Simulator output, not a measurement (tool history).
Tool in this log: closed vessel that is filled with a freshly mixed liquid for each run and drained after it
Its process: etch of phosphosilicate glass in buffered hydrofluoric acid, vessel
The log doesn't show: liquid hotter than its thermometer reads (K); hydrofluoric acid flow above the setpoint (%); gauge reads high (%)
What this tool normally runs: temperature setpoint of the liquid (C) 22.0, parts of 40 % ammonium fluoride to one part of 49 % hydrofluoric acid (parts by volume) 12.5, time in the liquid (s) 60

| run | day | temperature setpoint of the liquid (C) | parts of 40 % ammonium fluoride to one part of 49 % hydrofluoric acid (parts by volume) | time in the liquid (s) | wafers since the last listed run | hours since the thermometer was replaced | hours since the hydrofluoric acid flow meter was replaced | hours since the gauge calibration | read-back film thickness of the phosphosilicate glass reference wafer, read on the same gauge (nm) | thickness taken off the phosphosilicate glass on a monitor wafer (nm) |
|---|---|---|---|---|---|---|---|---|---|---|
| 1 | 0.000 | 22.0 | 12.5 | 80 | 0 | 1007.7 | 969.8 | 963.8 | 40.03 | 175.65 |
| 2 | 2.917 | 22.0 | 12.5 | 80 | 5664 | 1077.7 | 1039.8 | 1033.8 | 40.00 | 173.06 |
| 3 | 5.246 | 22.0 | 10.5 | 60 | 4523 | 1133.6 | 1095.7 | 1089.7 | 39.99 | 152.29 |
| 4 | 8.192 | 22.0 | 10.5 | 60 | 5721 | 1204.3 | 1166.4 | 1160.4 | 39.99 | 153.35 |
| 5 | 10.221 | 22.0 | 12.5 | 60 | 3941 | 1253.0 | 1215.1 | 1209.1 | 40.02 | 133.78 |
| 6 | 11.929 | 22.0 | 12.5 | 60 | 3317 | 1294.0 | 1256.1 | 1250.1 | 40.01 | 130.55 |
| 7 | 16.533 | 26.0 | 12.5 | 60 | 8942 | 1404.5 | 1366.6 | 1360.6 | 40.04 | 166.02 |
| 8 | 18.604 | 26.0 | 12.5 | 60 | 4021 | 1454.2 | 1416.3 | 1410.3 | 39.99 | 164.40 |
|  | 19.158 | gauge calibrated |
|  | 21.092 | hydrofluoric acid flow meter replaced |
| 9 | 24.200 | 22.0 | 13.5 | 60 | 10787 | 1588.5 | 74.6 | 121.0 | 40.04 | 115.69 |
| 10 | 26.325 | 22.0 | 13.5 | 60 | 4127 | 1639.5 | 125.6 | 172.0 | 40.00 | 116.08 |
| 11 | 28.058 | 22.0 | 12.5 | 60 | 3366 | 1681.1 | 167.2 | 213.6 | 39.98 | 125.10 |
| 12 | 29.092 | 22.0 | 12.5 | 60 | 2006 | 1705.9 | 192.0 | 238.4 | 39.97 | 125.09 |
| 13 | 30.217 | 26.0 | 12.5 | 60 | 2184 | 1732.9 | 219.0 | 265.4 | 39.98 | 155.71 |
| 14 | 31.912 | 22.0 | 9.0 | 80 | 3293 | 1773.6 | 259.7 | 306.1 | 40.00 | 221.49 |
| 15 | 33.267 | 22.0 | 12.5 | 60 | 2630 | 1806.1 | 292.2 | 338.6 | 39.99 | 125.96 |
|  | 34.296 | thermometer replaced |
| 16 | 35.967 | 22.0 | 12.5 | 60 | 5163 | 40.1 | 357.0 | 403.4 | 39.99 | 127.77 |
| 17 | 38.708 | 22.0 | 12.5 | 60 | 5324 | 105.9 | 422.8 | 469.2 | 40.00 | 126.89 |
| 18 | 40.771 | 26.5 | 16.0 | 85 | 4005 | 155.4 | 472.3 | 518.7 | 40.03 | 180.45 |
| 19 | 42.425 | 22.0 | 12.5 | 50 | 3212 | 195.1 | 512.0 | 558.4 | 40.00 | 105.29 |
| 20 | 43.846 | 19.0 | 10.5 | 45 | 2759 | 229.2 | 546.1 | 592.5 | 39.98 | 95.44 |
| 21 | 46.633 | 25.5 | 12.5 | 60 | 5413 | 296.1 | 613.0 | 659.4 | 39.99 | 155.26 |
| 22 | 48.867 | 22.0 | 10.5 | 40 | 4337 | 349.7 | 666.6 | 713.0 | 39.99 | 99.18 |
| 23 | 55.304 | 22.0 | 12.5 | 80 | 12502 | 504.2 | 821.1 | 867.5 | 39.97 | 169.59 |
| 24 | 58.217 | 19.5 | 8.5 | 35 | 5656 | 574.1 | 891.0 | 937.4 | 39.98 | 92.65 |

5 options for the next run, each taken on its own from the tool as it stands now. Forecast them:
| A | 58.246 | 20.0 | 12.5 | 60 | 56 | 574.8 | 891.7 | 938.1 | ? | ? |
| B | 58.246 | 22.0 | 14.5 | 60 | 56 | 574.8 | 891.7 | 938.1 | ? | ? |
| C | 58.246 | 22.0 | 12.5 | 35 | 56 | 574.8 | 891.7 | 938.1 | ? | ? |
| D | 58.246 | 22.0 | 17.0 | 30 | 56 | 574.8 | 891.7 | 938.1 | ? | ? |
| E | 58.246 | 22.0 | 17.0 | 60 | 56 | 574.8 | 891.7 | 938.1 | ? | ? |

| run | read-back film thickness of the phosphosilicate glass reference wafer, read on the same gauge (nm) | thickness taken off the phosphosilicate glass on a monitor wafer (nm) |
|---|---|---|
| A | 39.97 | 114.99 |
| B | 39.97 | 111.14 |
| C | 39.97 | 74.98 |
| D | 39.97 | 47.53 |
| E | 39.97 | 95.05 |
Had the tool no hidden state, the same runs would have come out as:
| run | thickness taken off the phosphosilicate glass on a monitor wafer (nm) |
|---|---|
| A | 110.14 |
| B | 106.43 |
| C | 71.81 |
| D | 45.50 |
| E | 91.01 |

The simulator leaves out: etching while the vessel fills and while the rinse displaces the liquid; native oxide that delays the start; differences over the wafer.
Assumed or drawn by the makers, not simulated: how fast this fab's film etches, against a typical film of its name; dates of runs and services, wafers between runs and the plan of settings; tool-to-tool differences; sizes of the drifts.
